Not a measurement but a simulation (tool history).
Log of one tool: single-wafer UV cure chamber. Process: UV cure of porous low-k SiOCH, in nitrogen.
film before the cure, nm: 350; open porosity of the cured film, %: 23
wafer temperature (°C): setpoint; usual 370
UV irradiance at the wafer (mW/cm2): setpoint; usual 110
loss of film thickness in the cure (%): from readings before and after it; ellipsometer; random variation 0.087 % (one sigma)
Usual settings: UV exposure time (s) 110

run	day	wafer temperature (°C)	UV exposure time (s)	UV irradiance at the wafer (mW/cm2)	wafers since the last listed run	hours since the UV bulbs were replaced	wafers since the quartz window was cleaned	loss of film thickness in the cure (%)
1	0	370	110	110	0	1038.8	739	9.912
2	0.838	370	110	110	112	1058.9	851	10.005
# day 1.471: quartz window cleaned
3	1.692	370	110	110	69	1079.4	29	9.791
4	2.817	370	110	110	150	1106.4	180	9.716
5	3.967	370	110	110	154	1134	334	9.979
6	4.521	370	110	110	74	1147.3	408	9.904
7	5.108	370	110	110	78	1161.4	487	9.957
# day 7.721: quartz window cleaned
8	8.229	370	110	110	373	1236.3	68	9.98
9	9.092	360	60	86	115	1257	183	5.864
10	10.971	370	110	131	251	1302.1	435	10.849
# day 11.775: UV bulbs replaced
11	11.875	386	170	133	76	2.4	511	13.583
12	12.712	360	140	121	112	22.5	623	11.416
# day 14.908: quartz window cleaned
13	16.825	379	95	137	506	121.2	256	10.489
14	18.133	385	140	121	175	152.6	432	11.842
15	18.638	370	110	110	67	164.7	499	9.89
16	19.792	370	70	142	154	192.4	654	8.901

What the log doesn't show, run by run:
lamp output below its setpoint, %: 0 in every run
transmission lost against a clean window, %: 0 in every run

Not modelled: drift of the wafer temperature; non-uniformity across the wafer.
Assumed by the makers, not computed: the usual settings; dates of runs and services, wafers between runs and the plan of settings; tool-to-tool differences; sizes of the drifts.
